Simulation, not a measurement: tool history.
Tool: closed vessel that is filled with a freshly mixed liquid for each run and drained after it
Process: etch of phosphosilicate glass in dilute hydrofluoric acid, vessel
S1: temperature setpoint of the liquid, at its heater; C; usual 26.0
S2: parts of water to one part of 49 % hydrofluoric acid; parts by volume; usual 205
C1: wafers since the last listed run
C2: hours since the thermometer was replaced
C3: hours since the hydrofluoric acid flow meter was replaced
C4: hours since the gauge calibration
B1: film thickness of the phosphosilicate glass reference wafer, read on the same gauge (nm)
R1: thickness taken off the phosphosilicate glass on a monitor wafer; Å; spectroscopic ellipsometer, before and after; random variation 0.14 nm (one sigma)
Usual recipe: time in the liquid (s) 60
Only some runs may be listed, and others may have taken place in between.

Run 1, hour 0.0: usual settings but S2 170 parts by volume, time in the liquid (s) 35; C1 0; C2 2049.8; C3 797.1; C4 130.2; B1 40.00. Result: R1 144.6 Å.
Run 2, hour 17.0: usual settings but S2 170 parts by volume, time in the liquid (s) 35; C1 1346; C2 2066.8; C3 814.1; C4 147.2; B1 40.00. Result: R1 142.0 Å.
Run 3, hour 29.5: usual settings but S2 170 parts by volume, time in the liquid (s) 35; C1 990; C2 2079.3; C3 826.6; C4 159.7; B1 40.02. Result: R1 140.2 Å.
Run 4, hour 47.3: usual settings but S2 250 parts by volume; C1 1409; C2 2097.1; C3 844.4; C4 177.5; B1 40.00. Result: R1 151.7 Å.
Run 5, hour 64.0: usual settings but S2 250 parts by volume; C1 1322; C2 2113.8; C3 861.1; C4 194.2; B1 40.03. Result: R1 150.3 Å.
Run 6, hour 111.0: usual settings but S2 250 parts by volume; C1 3722; C2 2160.8; C3 908.1; C4 241.2; B1 40.00. Result: R1 147.6 Å.
Run 7, hour 125.4: usual settings but S2 135 parts by volume; C1 1140; C2 2175.2; C3 922.5; C4 255.6; B1 39.97. Result: R1 314.6 Å.
Run 8, hour 132.4: usual settings but S2 135 parts by volume; C1 554; C2 2182.2; C3 929.5; C4 262.6; B1 40.00. Result: R1 318.4 Å.
Run 9, hour 144.7: usual settings; C1 974; C2 2194.5; C3 941.8; C4 274.9; B1 39.99. Result: R1 189.5 Å.
Run 10, hour 155.3: usual settings; C1 839; C2 2205.1; C3 952.4; C4 285.5; B1 40.01. Result: R1 189.6 Å.
Run 11, hour 172.3: usual settings; C1 1346; C2 2222.1; C3 969.4; C4 302.5; B1 40.02. Result: R1 189.6 Å.
At hour 178.4: thermometer replaced.
Run 12, hour 184.7: usual settings; C1 903; C2 6.3; C3 981.8; C4 314.9; B1 39.99. Result: R1 190.6 Å.
Run 13, hour 197.4: usual settings; C1 1005; C2 19.0; C3 994.5; C4 327.6; B1 39.98. Result: R1 189.6 Å.
Run 14, hour 214.8: usual settings but S1 30.5 C; C1 1378; C2 36.4; C3 1011.9; C4 345.0; B1 40.00. Result: R1 219.1 Å.
Run 15, hour 223.3: usual settings; C1 673; C2 44.9; C3 1020.4; C4 353.5; B1 40.00. Result: R1 189.0 Å.
Run 16, hour 235.3: usual settings but S1 21.5 C, S2 135 parts by volume, time in the liquid (s) 80; C1 950; C2 56.9; C3 1032.4; C4 365.5; B1 39.99. Result: R1 347.6 Å.
At hour 238.5: gauge calibrated.
Run 17, hour 249.3: usual settings but S2 235 parts by volume; C1 1108; C2 70.9; C3 1046.4; C4 10.8; B1 39.98. Result: R1 157.7 Å.
At hour 258.7: hydrofluoric acid flow meter replaced.
Run 18, hour 267.3: usual settings but S1 29.5 C; C1 1346; C2 88.9; C3 8.6; C4 28.8; B1 40.00. Result: R1 250.1 Å.
Run 19, hour 285.0: usual settings; C1 1402; C2 106.6; C3 26.3; C4 46.5; B1 40.02. Result: R1 219.9 Å.
Run 20, hour 301.1: usual settings but S1 21.5 C, S2 245 parts by volume; C1 1275; C2 122.7; C3 42.4; C4 62.6; B1 39.98. Result: R1 150.8 Å.
Run 21, hour 316.2: usual settings; C1 1196; C2 137.8; C3 57.5; C4 77.7; B1 39.98. Result: R1 221.6 Å.

The next listed run, before its measurement:
Run 22, hour 326.2: usual settings but S2 170 parts by volume, time in the liquid (s) 35; C1 792; C2 147.8; C3 67.5; C4 87.7; B1 ?. Result: R1 ?.

B1: 39.99
R1: 164.0 Å
Had the tool carried no hidden state, the very same run would have given R1 165.9 Å.
